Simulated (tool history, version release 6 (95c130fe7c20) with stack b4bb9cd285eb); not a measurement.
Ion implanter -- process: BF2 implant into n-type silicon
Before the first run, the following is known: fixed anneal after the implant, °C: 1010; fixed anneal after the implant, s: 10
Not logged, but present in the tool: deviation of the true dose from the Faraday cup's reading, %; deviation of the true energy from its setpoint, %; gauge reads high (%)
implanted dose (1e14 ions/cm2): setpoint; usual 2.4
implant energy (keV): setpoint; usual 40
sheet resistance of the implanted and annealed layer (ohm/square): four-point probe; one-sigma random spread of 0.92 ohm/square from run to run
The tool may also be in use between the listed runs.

run	day	implanted dose (1e14 ions/cm2)	implant energy (keV)	wafers since the last listed run	hours since the last dose calibration	hours since the extraction supply was calibrated	hours since the gauge calibration	read-back reference wafer on the same gauge, sheet resistance	sheet resistance of the implanted and annealed layer (ohm/square)
1	0	1.95	40	0	968.3	2566.5	321.2	524.83	519.34
2	1.846	1.95	40	961	1012.6	2610.8	365.5	524.99	519.68
# day 2.158: gauge calibrated
3	2.867	1.95	40	531	1037.1	2635.3	17	524.93	517.7
4	4.042	2.4	46.5	612	1065.3	2663.5	45.2	525	432.27
5	5.829	2.4	40	931	1108.2	2706.4	88.1	525.09	438.34
6	7.904	2.4	40	1081	1158	2756.2	137.9	525.01	438.3
7	9.162	2.4	40	655	1188.2	2786.4	168.1	525.05	435.43
8	10.258	2.4	40	571	1214.5	2812.7	194.4	525.09	437.23
9	11.7	2.78	28.5	751	1249.1	2847.3	229	524.98	397.18
# day 13.854: Faraday cup replaced and dose calibrated
10	14.579	2.11	45	1326	17.4	2916.4	298.1	525.06	468.47
11	17.408	2.63	52.5	1474	85.3	2984.3	366	524.9	382.91
# day 18.925: gauge calibrated
12	19.842	2.03	48.5	1268	143.7	3042.7	22	524.7	476.12
# day 21.167: Faraday cup replaced and dose calibrated, repeated, since the last time left the tool worse
# day 21.804: extraction supply calibrated
13	22.371	2.4	40	970	28.9	13.6	82.7	525.14	448.46
14	24.233	2.03	48.5	970	73.6	58.3	127.4	524.95	500.82
15	26.954	1.69	40	1417	138.9	123.6	192.7	525.08	592.97
16	29.508	2.78	40	1330	200.2	184.9	254	524.96	397.51
17	31.046	1.92	31	801	237.1	221.8	290.9	524.82	548.88

5 options for the next run, each taken on its own from the tool as it stands now. Forecast them:
A	31.062	2.4	40	8	237.5	222.2	291.3	?	?
B	31.062	2.4	29.5	8	237.5	222.2	291.3	?	?
C	31.062	2.62	29.5	8	237.5	222.2	291.3	?	?
D	31.062	1.69	48	8	237.5	222.2	291.3	?	?
E	31.062	2.4	47	8	237.5	222.2	291.3	?	?

run	read-back reference wafer on the same gauge, sheet resistance	sheet resistance of the implanted and annealed layer (ohm/square)
A	525.08	447.31
B	525.08	459.18
C	525.08	426.59
D	525.08	578.52
E	525.08	439.35
Had the tool no hidden state, the same runs would have come out as:
run	sheet resistance of the implanted and annealed layer (ohm/square)
A	448.41
B	460.33
C	427.67
D	579.87
E	440.43
